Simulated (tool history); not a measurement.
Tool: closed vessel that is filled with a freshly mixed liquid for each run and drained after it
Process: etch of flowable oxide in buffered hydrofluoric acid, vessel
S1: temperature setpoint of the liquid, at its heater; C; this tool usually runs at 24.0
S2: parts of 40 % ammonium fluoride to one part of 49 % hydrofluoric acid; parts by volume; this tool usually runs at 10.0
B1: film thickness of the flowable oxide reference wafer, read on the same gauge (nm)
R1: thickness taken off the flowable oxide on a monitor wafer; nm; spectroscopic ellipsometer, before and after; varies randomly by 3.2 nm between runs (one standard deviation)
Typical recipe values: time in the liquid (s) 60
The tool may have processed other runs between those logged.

run 1 hour=0.0 | S1=24.0 S2=10.0 time_in_the_liquid_(s)=60 | B1=29.99 | R1=312.77
run 2 hour=41.9 | S1=24.0 S2=10.0 time_in_the_liquid_(s)=60 | B1=29.97 | R1=305.25
run 3 hour=84.2 | S1=24.0 S2=10.0 time_in_the_liquid_(s)=60 | B1=29.97 | R1=313.46
run 4 hour=138.1 | S1=24.0 S2=10.0 time_in_the_liquid_(s)=60 | B1=29.97 | R1=307.37
run 5 hour=190.0 | S1=24.0 S2=10.0 time_in_the_liquid_(s)=60 | B1=29.99 | R1=308.43
run 6 hour=233.4 | S1=24.0 S2=10.0 time_in_the_liquid_(s)=60 | B1=30.00 | R1=306.73
run 7 hour=300.3 | S1=21.0 S2=10.0 time_in_the_liquid_(s)=60 | B1=30.05 | R1=259.54
run 8 hour=341.5 | S1=21.0 S2=10.0 time_in_the_liquid_(s)=60 | B1=30.00 | R1=257.14
run 9 hour=375.2 | S1=21.0 S2=10.0 time_in_the_liquid_(s)=60 | B1=29.98 | R1=265.57
run 10 hour=427.3 | S1=24.0 S2=10.0 time_in_the_liquid_(s)=60 | B1=30.00 | R1=308.21
run 11 hour=488.3 | S1=24.0 S2=10.0 time_in_the_liquid_(s)=60 | B1=30.00 | R1=307.95
run 12 hour=540.2 | S1=24.0 S2=10.0 time_in_the_liquid_(s)=35 | B1=29.93 | R1=180.77
run 13 hour=603.8 | S1=24.0 S2=10.0 time_in_the_liquid_(s)=35 | B1=29.99 | R1=178.90
run 14 hour=671.5 | S1=24.0 S2=10.0 time_in_the_liquid_(s)=35 | B1=30.02 | R1=180.59
run 15 hour=708.5 | S1=24.0 S2=10.0 time_in_the_liquid_(s)=60 | B1=30.00 | R1=308.54
run 16 hour=763.6 | S1=25.5 S2=13.0 time_in_the_liquid_(s)=70 | B1=30.02 | R1=312.98
run 17 hour=800.9 | S1=22.0 S2=10.0 time_in_the_liquid_(s)=60 | B1=30.01 | R1=270.29
-- hour=841.4 hydrofluoric acid flow meter replaced
run 18 hour=890.8 | S1=24.0 S2=10.0 time_in_the_liquid_(s)=60 | B1=30.01 | R1=279.22
-- hour=931.0 gauge calibrated
run 19 hour=934.7 | S1=26.0 S2=10.0 time_in_the_liquid_(s)=60 | B1=30.01 | R1=320.64
-- hour=997.8 thermometer replaced
run 20 hour=1002.2 | S1=24.0 S2=10.0 time_in_the_liquid_(s)=60 | B1=29.96 | R1=317.52
run 21 hour=1049.1 | S1=22.5 S2=8.0 time_in_the_liquid_(s)=80 | B1=30.02 | R1=482.03
run 22 hour=1119.9 | S1=24.0 S2=10.0 time_in_the_liquid_(s)=60 | B1=30.01 | R1=319.97
run 23 hour=1232.5 | S1=25.5 S2=10.0 time_in_the_liquid_(s)=90 | B1=29.93 | R1=518.63
run 24 hour=1262.2 | S1=27.5 S2=13.5 time_in_the_liquid_(s)=45 | B1=29.97 | R1=213.43
run 25 hour=1290.3 | S1=24.0 S2=8.0 time_in_the_liquid_(s)=60 | B1=29.98 | R1=392.67
run 26 hour=1339.7 | S1=24.0 S2=10.0 time_in_the_liquid_(s)=60 | B1=29.95 | R1=317.44
run 27 hour=1388.6 | S1=24.0 S2=10.0 time_in_the_liquid_(s)=85 | B1=30.00 | R1=446.12
run 28 hour=1448.8 | S1=24.0 S2=10.0 time_in_the_liquid_(s)=60 | B1=29.96 | R1=315.62
run 29 hour=1504.9 | S1=27.5 S2=6.0 time_in_the_liquid_(s)=40 | B1=30.01 | R1=414.46
run 30 hour=1548.8 | S1=25.5 S2=10.0 time_in_the_liquid_(s)=60 | B1=30.01 | R1=346.99
run 31 hour=1614.8 | S1=24.0 S2=10.0 time_in_the_liquid_(s)=30 | B1=30.01 | R1=157.95
run 32 hour=1730.4 | S1=26.5 S2=12.5 time_in_the_liquid_(s)=75 | B1=29.98 | R1=363.86

Alternative continuations, all from the tool just after run 32; predict every row:
run A hour=1731.1 | S1=24.0 S2=10.0 time_in_the_liquid_(s)=60 | B1=? | R1=?
run B hour=1731.1 | S1=20.0 S2=13.5 time_in_the_liquid_(s)=35 | B1=? | R1=?
run C hour=1731.1 | S1=26.5 S2=13.5 time_in_the_liquid_(s)=60 | B1=? | R1=?
run D hour=1731.1 | S1=22.5 S2=13.5 time_in_the_liquid_(s)=75 | B1=? | R1=?
run E hour=1731.1 | S1=25.5 S2=8.0 time_in_the_liquid_(s)=30 | B1=? | R1=?

run=A B1=30.02 R1=316.71
run=B B1=30.02 R1=112.14
run=C B1=30.02 R1=275.00
run=D B1=30.02 R1=276.28
run=E B1=30.02 R1=212.97
The same runs, with their run-to-run variation unchanged, on a tool lacking any hidden condition would have given:
run=A R1=318.38
run=B R1=111.05
run=C R1=271.95
run=D R1=273.44
run=E R1=209.65

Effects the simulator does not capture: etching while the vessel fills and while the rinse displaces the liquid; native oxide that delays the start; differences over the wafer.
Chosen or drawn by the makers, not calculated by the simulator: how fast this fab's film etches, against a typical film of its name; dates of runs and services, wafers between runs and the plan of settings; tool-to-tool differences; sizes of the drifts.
